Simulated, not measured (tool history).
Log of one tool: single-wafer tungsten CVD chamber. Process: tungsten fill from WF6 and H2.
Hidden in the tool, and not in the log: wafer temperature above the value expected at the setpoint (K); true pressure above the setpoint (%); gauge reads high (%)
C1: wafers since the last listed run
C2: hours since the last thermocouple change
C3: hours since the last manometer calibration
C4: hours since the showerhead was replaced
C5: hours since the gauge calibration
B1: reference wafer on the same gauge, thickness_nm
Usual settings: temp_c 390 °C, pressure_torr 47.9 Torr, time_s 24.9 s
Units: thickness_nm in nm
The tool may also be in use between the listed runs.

Run 1, hour 0: usual settings but pressure_torr 55 Torr; C1 0; C2 1539; C3 422.4; C4 6628.9; C5 541.1; B1 72.112. Result: thickness_nm 78.291 nm.
Run 2, hour 23.5: usual settings but pressure_torr 55 Torr; C1 653; C2 1562.5; C3 445.9; C4 6652.4; C5 564.6; B1 72.074. Result: thickness_nm 78.086 nm.
Run 3, hour 48.3: usual settings but pressure_torr 55 Torr; C1 689; C2 1587.3; C3 470.7; C4 6677.2; C5 589.4; B1 72.124. Result: thickness_nm 78.001 nm.
Run 4, hour 73.4: usual settings; C1 697; C2 1612.4; C3 495.8; C4 6702.3; C5 614.5; B1 72.056. Result: thickness_nm 72.269 nm.
At hour 91.6: gauge calibrated.
Run 5, hour 95.5: usual settings; C1 614; C2 1634.5; C3 517.9; C4 6724.4; C5 3.9; B1 72.08. Result: thickness_nm 72.381 nm.
Run 6, hour 116.7: usual settings; C1 589; C2 1655.7; C3 539.1; C4 6745.6; C5 25.1; B1 72.061. Result: thickness_nm 72.113 nm.
Run 7, hour 137: usual settings; C1 564; C2 1676; C3 559.4; C4 6765.9; C5 45.4; B1 72.107. Result: thickness_nm 71.863 nm.
Run 8, hour 162.4: usual settings but time_s 20.9 s; C1 705; C2 1701.4; C3 584.8; C4 6791.3; C5 70.8; B1 72.095. Result: thickness_nm 60.513 nm.
Run 9, hour 197.2: usual settings but time_s 20.9 s; C1 967; C2 1736.2; C3 619.6; C4 6826.1; C5 105.6; B1 72.107. Result: thickness_nm 60.576 nm.
Run 10, hour 228.7: usual settings but time_s 20.9 s; C1 875; C2 1767.7; C3 651.1; C4 6857.6; C5 137.1; B1 72.065. Result: thickness_nm 60.777 nm.
Run 11, hour 264.6: usual settings; C1 997; C2 1803.6; C3 687; C4 6893.5; C5 173; B1 72.076. Result: thickness_nm 71.829 nm.
Run 12, hour 298.8: usual settings; C1 950; C2 1837.8; C3 721.2; C4 6927.7; C5 207.2; B1 72.106. Result: thickness_nm 71.758 nm.
Run 13, hour 334.7: usual settings; C1 997; C2 1873.7; C3 757.1; C4 6963.6; C5 243.1; B1 72.057. Result: thickness_nm 71.497 nm.
Run 14, hour 361: usual settings; C1 730; C2 1900; C3 783.4; C4 6989.9; C5 269.4; B1 72.074. Result: thickness_nm 71.891 nm.
Run 15, hour 385.7: usual settings; C1 686; C2 1924.7; C3 808.1; C4 7014.6; C5 294.1; B1 72.12. Result: thickness_nm 71.654 nm.
Run 16, hour 400.4: usual settings but pressure_torr 42.9 Torr; C1 408; C2 1939.4; C3 822.8; C4 7029.3; C5 308.8; B1 72.138. Result: thickness_nm 67.033 nm.
Run 17, hour 425.5: usual settings but time_s 29.7 s; C1 697; C2 1964.5; C3 847.9; C4 7054.4; C5 333.9; B1 72.086. Result: thickness_nm 85.505 nm.
Run 18, hour 457.2: usual settings but pressure_torr 56.9 Torr; C1 880; C2 1996.2; C3 879.6; C4 7086.1; C5 365.6; B1 72.072. Result: thickness_nm 78.726 nm.
Run 19, hour 488.2: usual settings but temp_c 395 °C; C1 861; C2 2027.2; C3 910.6; C4 7117.1; C5 396.6; B1 72.094. Result: thickness_nm 77.19 nm.
Run 20, hour 508.4: usual settings but pressure_torr 54.9 Torr, time_s 27.2 s; C1 561; C2 2047.4; C3 930.8; C4 7137.3; C5 416.8; B1 72.105. Result: thickness_nm 84.837 nm.
Run 21, hour 538: usual settings but time_s 20.9 s; C1 822; C2 2077; C3 960.4; C4 7166.9; C5 446.4; B1 72.101. Result: thickness_nm 59.65 nm.
Run 22, hour 555.3: usual settings; C1 480; C2 2094.3; C3 977.7; C4 7184.2; C5 463.7; B1 72.089. Result: thickness_nm 71.646 nm.
At hour 644.2: showerhead replaced.
Run 23, hour 646: usual settings but pressure_torr 55.5 Torr; C1 2298; C2 2185; C3 1068.4; C4 1.8; C5 554.4; B1 72.145. Result: thickness_nm 77.781 nm.
Run 24, hour 672.5: usual settings but temp_c 382 °C, time_s 21.1 s; C1 736; C2 2211.5; C3 1094.9; C4 28.3; C5 580.9; B1 72.115. Result: thickness_nm 52.424 nm.
At hour 702.5: thermocouple changed; heater temperature recalibrated.
At hour 705.5: gauge calibrated.
At hour 713.4: capacitance manometer re-zeroed and calibrated.
Run 25, hour 762.6: usual settings; C1 2059; C2 60.1; C3 49.2; C4 118.4; C5 57.1; B1 72.066. Result: thickness_nm 72.554 nm.
Run 26, hour 789.1: usual settings but temp_c 380 °C, pressure_torr 38 Torr, time_s 22.7 s; C1 736; C2 86.6; C3 75.7; C4 144.9; C5 83.6; B1 72.035. Result: thickness_nm 48.198 nm.

Forecast run 27:
Run 27, hour 814: usual settings but temp_c 404 °C, time_s 29.5 s; C1 691; C2 111.5; C3 100.6; C4 169.8; C5 108.5; B1 ?. Result: thickness_nm ?.

B1: 72.096
thickness_nm: 107.692 nm
Without the tool's hidden state the same run would have given thickness_nm 108.29 nm.
